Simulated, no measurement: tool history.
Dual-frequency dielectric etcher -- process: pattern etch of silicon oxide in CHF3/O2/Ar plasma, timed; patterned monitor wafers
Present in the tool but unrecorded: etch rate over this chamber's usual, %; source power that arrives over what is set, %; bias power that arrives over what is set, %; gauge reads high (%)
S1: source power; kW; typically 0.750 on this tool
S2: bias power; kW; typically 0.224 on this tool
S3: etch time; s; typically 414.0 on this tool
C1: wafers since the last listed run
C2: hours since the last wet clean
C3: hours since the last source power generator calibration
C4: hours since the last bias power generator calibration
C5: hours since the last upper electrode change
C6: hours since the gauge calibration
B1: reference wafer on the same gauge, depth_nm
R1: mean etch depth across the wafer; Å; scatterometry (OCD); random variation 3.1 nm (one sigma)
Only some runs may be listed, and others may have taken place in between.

Run 1, hour 0.0: usual settings; C1 0; C2 103.1; C3 3424.7; C4 4365.4; C5 2473.4; C6 391.4; B1 1050.3. Result: R1 10007 Å.
Run 2, hour 71.5: usual settings; C1 377; C2 174.6; C3 3496.2; C4 4436.9; C5 2544.9; C6 462.9; B1 1051.1. Result: R1 10009 Å.
Run 3, hour 98.0: usual settings; C1 139; C2 201.1; C3 3522.7; C4 4463.4; C5 2571.4; C6 489.4; B1 1050.7. Result: R1 9961 Å.
Run 4, hour 125.6: usual settings; C1 145; C2 228.7; C3 3550.3; C4 4491.0; C5 2599.0; C6 517.0; B1 1049.1. Result: R1 9946 Å.
Run 5, hour 151.0: usual settings; C1 134; C2 254.1; C3 3575.7; C4 4516.4; C5 2624.4; C6 542.4; B1 1050.9. Result: R1 9935 Å.
Run 6, hour 190.3: usual settings; C1 207; C2 293.4; C3 3615.0; C4 4555.7; C5 2663.7; C6 581.7; B1 1049.6. Result: R1 9929 Å.
At hour 238.5: bias power generator calibrated.
Run 7, hour 253.9: usual settings but S1 0.600 kW; C1 314; C2 357.0; C3 3678.6; C4 15.4; C5 2727.3; C6 645.3; B1 1049.8. Result: R1 8981 Å.
Run 8, hour 307.7: usual settings but S1 0.640 kW, S2 0.209 kW; C1 284; C2 410.8; C3 3732.4; C4 69.2; C5 2781.1; C6 699.1; B1 1050.3. Result: R1 9011 Å.
Run 9, hour 346.3: usual settings; C1 203; C2 449.4; C3 3771.0; C4 107.8; C5 2819.7; C6 737.7; B1 1050.0. Result: R1 9824 Å.
Run 10, hour 395.6: usual settings but S1 0.640 kW; C1 260; C2 498.7; C3 3820.3; C4 157.1; C5 2869.0; C6 787.0; B1 1051.3. Result: R1 9162 Å.
At hour 402.5: gauge calibrated.
At hour 421.7: source power generator calibrated.
Run 11, hour 442.3: usual settings but S1 0.600 kW, S2 0.206 kW; C1 225; C2 545.4; C3 20.6; C4 203.8; C5 2915.7; C6 39.8; B1 1050.6. Result: R1 8687 Å.
At hour 519.0: wet clean of the chamber.
At hour 522.1: upper electrode replaced.
Run 12, hour 522.6: usual settings but S3 366.5 s; C1 280; C2 3.6; C3 100.9; C4 284.1; C5 0.5; C6 120.1; B1 1048.5. Result: R1 8463 Å.
Run 13, hour 548.4: usual settings but S2 0.197 kW; C1 136; C2 29.4; C3 126.7; C4 309.9; C5 26.3; C6 145.9; B1 1051.6. Result: R1 9361 Å.
At hour 623.4: wet clean of the chamber, repeated, since the last time left the tool worse.
Run 14, hour 744.8: usual settings; C1 910; C2 121.4; C3 323.1; C4 506.3; C5 222.7; C6 342.3; B1 1048.5. Result: R1 9967 Å.

How the hidden state differs across the entries between the runs, from the last listed run before each to the first after it:
After run 6, before run 7: bias power generator calibrated (hour 238.5)
  etch rate over this chamber's usual, %: -1.48 -> -1.82
  the result without the hidden state subtracted from the measured one, R1: -149 -> -167 Å
After run 10, before run 11: gauge calibrated (hour 402.5); source power generator calibrated (hour 421.7)
  etch rate over this chamber's usual, %: -2.59 -> -2.84
  the result without the hidden state subtracted from the measured one, R1: -243 -> -254 Å
After run 11, before run 12: wet clean of the chamber (hour 519.0); upper electrode replaced (hour 522.1)
  etch rate over this chamber's usual, %: -2.84 -> -5.1
  the result without the hidden state subtracted from the measured one, R1: -254 -> -455 Å
After run 13, before run 14: wet clean of the chamber, repeated, since the last time left the tool worse (hour 623.4)
  etch rate over this chamber's usual, %: -5.24 -> -1.31
  the result without the hidden state subtracted from the measured one, R1: -518 -> -133 Å
